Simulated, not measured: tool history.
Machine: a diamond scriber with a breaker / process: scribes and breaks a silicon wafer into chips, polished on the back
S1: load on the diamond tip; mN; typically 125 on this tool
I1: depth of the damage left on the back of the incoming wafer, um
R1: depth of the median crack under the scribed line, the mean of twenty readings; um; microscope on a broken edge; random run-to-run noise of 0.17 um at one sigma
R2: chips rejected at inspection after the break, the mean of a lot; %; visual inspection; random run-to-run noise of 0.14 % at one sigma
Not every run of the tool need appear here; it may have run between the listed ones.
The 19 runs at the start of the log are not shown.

Run 20, hour 1053.5: usual settings; I1 0.04. Result: R1 9.47 um, R2 8.91 %.
Run 21, hour 1090.4: usual settings but S1 152 mN; I1 0.04. Result: R1 10.64 um, R2 4.19 %.
At hour 1099.8: load on the tip recalibrated.
Run 22, hour 1116.5: usual settings but S1 105 mN; I1 0.04. Result: R1 8.45 um, R2 15.8 %.
At hour 1140.4: diamond tip replaced by a new one, repeated, since the last time left the tool worse.
Run 23, hour 1169.9: usual settings but S1 103 mN; I1 0.02. Result: R1 10.96 um, R2 3.68 %.
Run 24, hour 1236.6: usual settings but S1 111 mN; I1 0.04. Result: R1 11.01 um, R2 2.92 %.
Run 25, hour 1295.2: usual settings; I1 0.04. Result: R1 11.61 um, R2 1.84 %.
Run 26, hour 1359.7: usual settings; I1 0.04. Result: R1 11.66 um, R2 2.56 %.
Run 27, hour 1384.6: usual settings but S1 104 mN; I1 0.02. Result: R1 10.4 um, R2 4.5 %.
Run 28, hour 1498.6: usual settings; I1 0.05. Result: R1 11.2 um, R2 2.5 %.
Run 29, hour 1538.7: usual settings but S1 95 mN; I1 0.04. Result: R1 9.84 um, R2 7.19 %.
Run 30, hour 1608.8: usual settings but S1 142 mN; I1 0.04. Result: R1 12.45 um, R2 2.17 %.
Run 31, hour 1673.7: usual settings but S1 114 mN; I1 0.03. Result: R1 10.56 um, R2 3.49 %.
Run 32, hour 1739.1: usual settings but S1 158 mN; I1 0.05. Result: R1 12.99 um, R2 2.42 %.
Run 33, hour 1803.9: usual settings but S1 90 mN; I1 0.04. Result: R1 9.21 um, R2 10.29 %.
Run 34, hour 1855.8: usual settings but S1 109 mN; I1 0.04. Result: R1 10.21 um, R2 4.93 %.
Run 35, hour 1912.9: usual settings but S1 115 mN; I1 0.05. Result: R1 10.6 um, R2 4 %.
Run 36, hour 1944.3: usual settings but S1 148 mN; I1 0.04. Result: R1 12.25 um, R2 1.76 %.
Run 37, hour 1975.3: usual settings; I1 0.04. Result: R1 11.13 um, R2 2.82 %.
At hour 1990: diamond tip replaced by a new one.
Run 38, hour 2021.2: usual settings but S1 154 mN; I1 0.01. Result: R1 13.36 um, R2 3.04 %.

Predict each of these 5 candidate next runs independently; none follows another, all start after run 38:
Run A, hour 2021.7: usual settings but S1 99 mN; I1 0.03. Result: R1 ?, R2 ?.
Run B, hour 2021.7: usual settings but S1 108 mN; I1 0.03. Result: R1 ?, R2 ?.
Run C, hour 2021.7: usual settings but S1 98 mN; I1 0.03. Result: R1 ?, R2 ?.
Run D, hour 2021.7: usual settings but S1 101 mN; I1 0.03. Result: R1 ?, R2 ?.
Run E, hour 2021.7: usual settings but S1 163 mN; I1 0.03. Result: R1 ?, R2 ?.

run     R1    R2
  A  10.79  4.14
  B  11.33  2.89
  C  10.72  4.32
  D  10.91  3.81
  E  14.39  4.02
Without the tool's unlogged condition, the same runs would have read:
run     R1    R2
  A  10.93  3.74
  B  11.48  2.62
  C  10.87   3.9
  D  11.06  3.44
  E  14.59  4.45
